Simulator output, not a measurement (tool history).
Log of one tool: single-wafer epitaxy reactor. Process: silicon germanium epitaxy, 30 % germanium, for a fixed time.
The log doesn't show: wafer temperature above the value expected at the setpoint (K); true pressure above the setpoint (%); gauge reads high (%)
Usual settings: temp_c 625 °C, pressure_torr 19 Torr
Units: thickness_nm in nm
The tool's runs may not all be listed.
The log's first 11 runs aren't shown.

| run | day | temp_c | pressure_torr | wafers since the last listed run | hours since the last pyrometer calibration | hours since the last manometer calibration | hours since the showerhead was replaced | hours since the gauge calibration | read-back reference wafer on the same gauge, thickness_nm | thickness_nm |
|---|---|---|---|---|---|---|---|---|---|---|
|  | 35.929 | capacitance manometer re-zeroed and calibrated |
| 12 | 35.95 | 625 | 17.5 | 1435 | 696.6 | 0.5 | 125 | 2749.8 | 79.77 | 79.115 |
| 13 | 39.308 | 625 | 17.5 | 2051 | 777.2 | 81.1 | 205.6 | 2830.4 | 79.821 | 79.08 |
|  | 42.071 | gauge calibrated |
| 14 | 43.258 | 613 | 17.1 | 2413 | 872 | 175.9 | 300.4 | 28.5 | 79.769 | 65.2 |
| 15 | 44.875 | 625 | 19 | 987 | 910.8 | 214.7 | 339.2 | 67.3 | 79.691 | 81.551 |
| 16 | 48.329 | 625 | 19 | 2110 | 993.7 | 297.6 | 422.1 | 150.2 | 79.825 | 80.366 |
| 17 | 50.554 | 625 | 20.9 | 1359 | 1047.1 | 351 | 475.5 | 203.6 | 79.778 | 84.53 |
| 18 | 52.729 | 617 | 23.1 | 1328 | 1099.3 | 403.2 | 527.7 | 255.8 | 79.79 | 77.535 |
| 19 | 56.121 | 615 | 22.1 | 2072 | 1180.7 | 484.6 | 609.1 | 337.2 | 79.814 | 73.252 |
| 20 | 57.821 | 625 | 17.5 | 1038 | 1221.5 | 525.4 | 649.9 | 378 | 79.763 | 76.939 |
| 21 | 60.258 | 625 | 17.5 | 1489 | 1280 | 583.9 | 708.4 | 436.5 | 79.782 | 77.836 |
| 22 | 62.588 | 631 | 22.6 | 1423 | 1335.9 | 639.8 | 764.3 | 492.4 | 79.757 | 93.948 |
| 23 | 64.975 | 637 | 16.6 | 1458 | 1393.2 | 697.1 | 821.6 | 549.7 | 79.679 | 89.916 |
| 24 | 66.671 | 625 | 19 | 1036 | 1433.9 | 737.8 | 862.3 | 590.4 | 79.778 | 79.257 |
| 25 | 70.246 | 613 | 14.7 | 2184 | 1519.7 | 823.6 | 948.1 | 676.2 | 79.794 | 58.956 |
| 26 | 72.238 | 625 | 19 | 1216 | 1567.5 | 871.4 | 995.9 | 724 | 79.813 | 78.369 |
|  | 72.721 | pyrometer calibrated |
| 27 | 74.954 | 617 | 19 | 1456 | 53.6 | 936.6 | 1061.1 | 789.2 | 79.753 | 74.123 |
| 28 | 76.483 | 637 | 17.1 | 934 | 90.3 | 973.3 | 1097.8 | 825.9 | 79.834 | 97.545 |
| 29 | 80.925 | 632 | 21.2 | 2713 | 196.9 | 1079.9 | 1204.4 | 932.5 | 79.937 | 97.136 |
| 30 | 84.758 | 611 | 19 | 2342 | 288.9 | 1171.9 | 1296.4 | 1024.5 | 79.875 | 67.46 |
| 31 | 87.55 | 625 | 16.1 | 1705 | 355.9 | 1238.9 | 1363.4 | 1091.5 | 79.693 | 78.153 |
| 32 | 89.617 | 639 | 15.2 | 1262 | 405.5 | 1288.5 | 1413 | 1141.1 | 79.911 | 93.997 |
| 33 | 92.217 | 625 | 19 | 1588 | 467.9 | 1350.9 | 1475.4 | 1203.5 | 79.849 | 83.125 |
| 34 | 95.338 | 625 | 19 | 1906 | 542.8 | 1425.8 | 1550.3 | 1278.4 | 79.808 | 82.188 |

5 ways to go on from here, each from the tool as it stands after run 34. What would each give?
| A | 95.354 | 625 | 19 | 10 | 543.2 | 1426.2 | 1550.7 | 1278.8 | ? | ? |
| B | 95.354 | 625 | 20.8 | 10 | 543.2 | 1426.2 | 1550.7 | 1278.8 | ? | ? |
| C | 95.354 | 632 | 17.8 | 10 | 543.2 | 1426.2 | 1550.7 | 1278.8 | ? | ? |
| D | 95.354 | 629 | 14.7 | 10 | 543.2 | 1426.2 | 1550.7 | 1278.8 | ? | ? |
| E | 95.354 | 637 | 20.9 | 10 | 543.2 | 1426.2 | 1550.7 | 1278.8 | ? | ? |

| run | read-back reference wafer on the same gauge, thickness_nm | thickness_nm |
|---|---|---|
| A | 79.885 | 82.026 |
| B | 79.885 | 85.123 |
| C | 79.885 | 88.788 |
| D | 79.885 | 78.433 |
| E | 79.885 | 102.191 |
Without the tool's hidden state the same runs would have given:
| run | thickness_nm |
|---|---|
| A | 84.646 |
| B | 87.841 |
| C | 91.591 |
| D | 80.921 |
| E | 105.391 |
